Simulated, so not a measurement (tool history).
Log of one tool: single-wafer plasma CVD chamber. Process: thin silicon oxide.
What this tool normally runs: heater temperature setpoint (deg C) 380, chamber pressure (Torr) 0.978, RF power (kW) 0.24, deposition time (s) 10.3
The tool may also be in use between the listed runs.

run,day,heater temperature setpoint (deg C),chamber pressure (Torr),RF power (kW),deposition time (s),wafers since the last listed run,hours since the last thermocouple change,hours since the last RF generator calibration,hours since the last manometer calibration,hours since the showerhead was replaced,hours since the gauge calibration,"read-back reference wafer on the same gauge, thickness_nm",mean film thickness on the monitor wafer (angstrom)
1,0,380,0.833,0.24,8.7,0,588.6,1426.7,1458.5,7.1,1253.6,16.987,141.58
2,2.879,380,0.978,0.24,8.9,2222,657.7,1495.8,1527.6,76.2,1322.7,17.004,159.95
3,3.546,380,0.978,0.225,10.3,514,673.7,1511.8,1543.6,92.2,1338.7,17.006,181.09
4,5.033,380,0.978,0.24,11.2,1148,709.4,1547.5,1579.3,127.9,1374.4,16.995,201.71
# day 5.483: RF generator calibrated
5,5.833,369,0.978,0.24,10.3,360,728.6,8.4,1598.5,147.1,1393.6,17.002,191.22
6,7.092,380,0.737,0.205,10.3,971,758.8,38.6,1628.7,177.3,1423.8,17.016,146
7,8.592,380,0.978,0.24,10.3,1158,794.8,74.6,1664.7,213.3,1459.8,17.008,190.57
8,10.067,369,0.978,0.24,11.2,1138,830.2,110,1700.1,248.7,1495.2,16.988,207.32
9,11.108,385,1.2,0.21,12.2,804,855.2,135,1725.1,273.7,1520.2,17.006,236.16
10,12.342,391,0.978,0.24,10.3,952,884.8,164.6,1754.7,303.3,1549.8,16.99,187.72
# day 13.054: gauge calibrated
# day 13.4: thermocouple changed; heater temperature recalibrated
11,13.421,380,0.978,0.24,10.3,575,0.5,190.5,1780.6,329.2,8.8,17.009,189.78
12,14.729,380,0.978,0.225,8.5,1010,31.9,221.9,1812,360.6,40.2,17.004,151.21
# day 15.871: capacitance manometer re-zeroed and calibrated
13,15.954,380,0.978,0.24,9.1,688,61.3,251.3,2,390,69.6,16.981,174
14,17.112,380,0.978,0.24,10.3,894,89.1,279.1,29.8,417.8,97.4,17.004,197.14
15,18.288,380,0.978,0.24,9.4,907,117.3,307.3,58,446,125.6,16.997,180.57
16,18.996,380,0.835,0.24,9.2,546,134.3,324.3,75,463,142.6,16.993,158.61
17,19.633,380,0.978,0.21,11.1,492,149.6,339.6,90.3,478.3,157.9,16.996,200.04
18,20.658,391,0.978,0.24,9.5,791,174.2,364.2,114.9,502.9,182.5,17.011,179.68
19,21.658,380,0.871,0.24,9.3,772,198.2,388.2,138.9,526.9,206.5,17,164.88
20,22.212,380,0.871,0.24,9.3,427,211.5,401.5,152.2,540.2,219.8,16.995,163.55
21,23.671,380,0.978,0.24,10.3,1125,246.5,436.5,187.2,575.2,254.8,17.003,197.55
22,24.542,387,0.903,0.26,10.3,672,267.4,457.4,208.1,596.1,275.7,16.986,191.66
23,25.55,372,0.802,0.205,10.3,778,291.6,481.6,232.3,620.3,299.9,16.99,161.56
24,26.171,380,0.978,0.24,9,479,306.5,496.5,247.2,635.2,314.8,16.988,171.34
25,26.862,370,1.11,0.24,8.2,533,323.1,513.1,263.8,651.8,331.4,16.99,168.23
26,28.129,380,0.978,0.255,10.3,977,353.5,543.5,294.2,682.2,361.8,17.018,201.49
27,31.617,380,1.104,0.24,10.3,2692,437.2,627.2,377.9,765.9,445.5,16.985,207.5

For each entry between runs, how does the tool's hidden state at the last listed run before it compare with that at the first listed run after it?
Between runs 4 and 5: RF generator calibrated (day 5.483)
  delivered RF power above the setpoint (%): -7.97 -> -0.394; true pressure above the setpoint (%): -4.5 -> -4.65
  the result without the hidden state subtracted from the measured one, mean film thickness on the monitor wafer (angstrom): -14.12 -> -6.45
Between runs 10 and 11: gauge calibrated (day 13.054); thermocouple changed; heater temperature recalibrated (day 13.4)
  delivered RF power above the setpoint (%): -0.478 -> -0.506; true pressure above the setpoint (%): -5.91 -> -6.13
  the result without the hidden state subtracted from the measured one, mean film thickness on the monitor wafer (angstrom): -8.15 -> -8.57
Between runs 12 and 13: capacitance manometer re-zeroed and calibrated (day 15.871)
  delivered RF power above the setpoint (%): -0.546 -> -0.589; true pressure above the setpoint (%): -6.41 -> -0.131
  the result without the hidden state subtracted from the measured one, mean film thickness on the monitor wafer (angstrom): -7.16 -> -0.59

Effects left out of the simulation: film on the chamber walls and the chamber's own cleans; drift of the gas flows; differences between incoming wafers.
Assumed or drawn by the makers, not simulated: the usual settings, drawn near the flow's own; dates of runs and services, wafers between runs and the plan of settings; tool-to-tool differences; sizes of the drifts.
